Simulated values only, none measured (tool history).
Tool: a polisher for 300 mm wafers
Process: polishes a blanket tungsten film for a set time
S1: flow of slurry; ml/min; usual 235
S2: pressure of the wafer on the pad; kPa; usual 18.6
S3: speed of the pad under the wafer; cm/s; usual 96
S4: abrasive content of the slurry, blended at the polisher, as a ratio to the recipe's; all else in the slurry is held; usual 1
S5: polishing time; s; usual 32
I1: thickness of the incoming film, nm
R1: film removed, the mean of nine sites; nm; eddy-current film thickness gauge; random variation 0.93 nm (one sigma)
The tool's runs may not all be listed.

run   hour   S1    S2   S3    S4  S5      I1     R1
  1      0  235  18.6   96     1  32  1517.9  123.5
  2   14.7  235  18.6   96     1  32  1535.1  124.5
      26.4  -- worn pad replaced by a new one
  3   28.5  235  18.6   96     1  32  1511.4  123.6
      33.7  -- slurry blender recalibrated
      36.9  -- slurry nozzle cleaned
  4     45  235  18.6   96     1  32  1515.7  123.9
  5   51.9  235  18.6   96     1  32  1532.3  124.2
  6   63.5  235  18.6   96     1  32  1535.3  124.1
  7   75.5  235  18.6   96     1  32  1551.3  123.1
      81.9  -- slurry tank refilled with fresh slurry and peroxide
  8   90.9  235    20  126   1.3  28  1500.3  168.3
  9  104.6  270  22.8   96   0.9  21  1543.1   96.5
 10  110.9  235  18.6   96     1  32  1545.8  124.2
 11  127.4  235  18.6   96     1  32  1546.6  123.3
 12  140.6  160  18.6  114   1.3  28  1521.3  135.5
     145.1  -- worn pad replaced by a new one
 13  148.2  235  18.6   88     1  37    1538  130.3
 14  156.4  235  18.6   66     1  37  1535.5   98.9
 15  164.6  235  18.6   96     1  32  1528.8  124.5
 16  176.7  235  22.8   96     1  32  1563.5  149.1
 17  193.3  235  18.6   96     1  32  1543.5  123.1
 18    211  235  18.6   96     1  37  1536.1  141.7
 19  228.1  300  18.6  110     1  37  1523.9  167.5
     231.3  -- slurry tank refilled with fresh slurry and peroxide
       237  -- worn pad replaced by a new one
 20  237.5  235  18.6   96     1  32    1524  123.2
     239.6  -- head pressure recalibrated
 21    246  235  18.6   96     1  32  1525.7  123.6
 22  258.6  270  18.6   80  0.75  32  1530.1   92.9
 23  270.4  280  13.8   96   1.1  39  1525.7  118.5
 24  284.3  170  18.6   72   0.8  26  1524.3   68.2
 25  298.2  195  18.6   68   1.1  32  1551.2   89.5
 26    344  235  20.7   96     1  38  1538.2  163.9
     350.8  -- worn pad replaced by a new one
 27  354.4  235  18.6   96  1.25  32    1554  132.7

4 ways to go on from here, each from the tool as it stands after run 27. What would each give?
  A  354.8  235  18.6  96     1  32  1499.5   ?
  B  354.8  235  23.4  96     1  41  1499.5   ?
  C  354.8  200  18.6  96     1  32  1499.5   ?
  D  354.8  205  14.5  76  1.25  32  1499.5   ?

run     R1
  A  123.8
  B  199.8
  C    122
  D   81.4
Without the tool's hidden state the same runs would have given:
run     R1
  A  123.8
  B  199.8
  C    122
  D   81.4
